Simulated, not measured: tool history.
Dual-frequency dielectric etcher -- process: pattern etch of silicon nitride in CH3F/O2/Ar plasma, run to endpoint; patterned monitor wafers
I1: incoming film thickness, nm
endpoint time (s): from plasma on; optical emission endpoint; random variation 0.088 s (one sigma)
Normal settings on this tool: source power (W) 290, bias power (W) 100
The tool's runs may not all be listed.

{"run": 1, "hour": 0.0, "source power (W)": 310, "bias power (W)": 100, "I1": 18.77, "endpoint time (s)": 29.7}
{"run": 2, "hour": 16.4, "source power (W)": 310, "bias power (W)": 100, "I1": 18.94, "endpoint time (s)": 30}
{"run": 3, "hour": 26.2, "source power (W)": 290, "bias power (W)": 100, "I1": 18.82, "endpoint time (s)": 30.6}
{"run": 4, "hour": 33.0, "source power (W)": 290, "bias power (W)": 100, "I1": 18.76, "endpoint time (s)": 30.6}
{"run": 5, "hour": 44.3, "source power (W)": 270, "bias power (W)": 86, "I1": 18.7, "endpoint time (s)": 33.1}
{"run": 6, "hour": 60.3, "source power (W)": 270, "bias power (W)": 86, "I1": 18.69, "endpoint time (s)": 33}
{"run": 7, "hour": 70.0, "source power (W)": 270, "bias power (W)": 86, "I1": 18.81, "endpoint time (s)": 33.3}
{"run": 8, "hour": 79.6, "source power (W)": 290, "bias power (W)": 100, "I1": 18.67, "endpoint time (s)": 30.6}
{"hour": 99.3, "done": "bias power generator calibrated"}
{"run": 9, "hour": 99.8, "source power (W)": 290, "bias power (W)": 87, "I1": 18.76, "endpoint time (s)": 32.2}
{"run": 10, "hour": 106.3, "source power (W)": 290, "bias power (W)": 87, "I1": 18.76, "endpoint time (s)": 32.3}
{"run": 11, "hour": 117.8, "source power (W)": 290, "bias power (W)": 87, "I1": 18.73, "endpoint time (s)": 32.3}
{"hour": 148.1, "done": "wet clean of the chamber"}
{"hour": 161.6, "done": "upper electrode replaced"}
{"run": 12, "hour": 162.1, "source power (W)": 290, "bias power (W)": 100, "I1": 18.97, "endpoint time (s)": 29.9}
{"run": 13, "hour": 162.4, "source power (W)": 250, "bias power (W)": 86, "I1": 18.71, "endpoint time (s)": 33.1}
{"run": 14, "hour": 164.1, "source power (W)": 290, "bias power (W)": 87, "I1": 18.99, "endpoint time (s)": 31.6}
{"run": 15, "hour": 174.6, "source power (W)": 330, "bias power (W)": 113, "I1": 18.67, "endpoint time (s)": 26.7}

Run 16, settings as shown, results not yet in. Your forecast:
{"hour": 184.8, "done": "source power generator calibrated"}
{"run": 16, "hour": 188.5, "source power (W)": 310, "bias power (W)": 88, "I1": 18.76, "endpoint time (s)": "?"}

Run 16 produced endpoint time (s) 30.2.
On a tool with no hidden condition, and with the same random variation, this run would have come out at endpoint time (s) 30.
